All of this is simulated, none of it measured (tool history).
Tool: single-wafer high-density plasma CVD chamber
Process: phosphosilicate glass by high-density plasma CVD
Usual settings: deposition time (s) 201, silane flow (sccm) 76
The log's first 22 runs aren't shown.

run	hour	deposition time (s)	silane flow (sccm)	read-back reference wafer on the same gauge, thickness_nm	mean film thickness on the monitor wafer (angstrom)
23	243.9	201	71	1490.641	13600.04
24	257.0	237	76	1489.857	17075.83
25	265.1	187	70	1490.394	12456.83
26	274.8	201	76	1489.865	14502.01
27	284.9	236	89	1490.646	20035.72
28	301.2	239	76	1491.295	17214.99
29	315.0	217	85	1490.180	17506.24
30	323.6	201	91	1491.105	17496.87
31	333.2	224	88	1487.759	18682.09
32	342.0	167	66	1488.212	10502.82
33	350.8	201	76	1491.478	14579.93
34	364.4	180	63	1491.434	10845.81
35	379.3	213	87	1491.661	17666.86
# hour 386.5: gauge calibrated
36	394.0	233	76	1488.398	16863.03
37	413.2	201	76	1489.873	14495.43
38	422.3	201	76	1490.049	14541.48
39	433.6	178	69	1489.479	11652.46
40	448.7	201	76	1489.606	14572.63
41	462.9	211	88	1491.702	17700.35
42	478.0	220	87	1490.843	18240.14
43	485.2	201	76	1490.613	14538.50

Forecast each of these 5 alternatives for the next run:
A	485.7	201	76	?	?
B	485.7	187	62	?	?
C	485.7	177	90	?	?
D	485.7	190	68	?	?
E	485.7	228	76	?	?

run	read-back reference wafer on the same gauge, thickness_nm	mean film thickness on the monitor wafer (angstrom)
A	1489.835	14556.67
B	1489.835	11048.05
C	1489.835	15179.87
D	1489.835	12311.61
E	1489.835	16512.04
Without the tool's hidden state the same runs would have given:
run	mean film thickness on the monitor wafer (angstrom)
A	14556.67
B	11048.05
C	15179.87
D	12311.61
E	16512.04

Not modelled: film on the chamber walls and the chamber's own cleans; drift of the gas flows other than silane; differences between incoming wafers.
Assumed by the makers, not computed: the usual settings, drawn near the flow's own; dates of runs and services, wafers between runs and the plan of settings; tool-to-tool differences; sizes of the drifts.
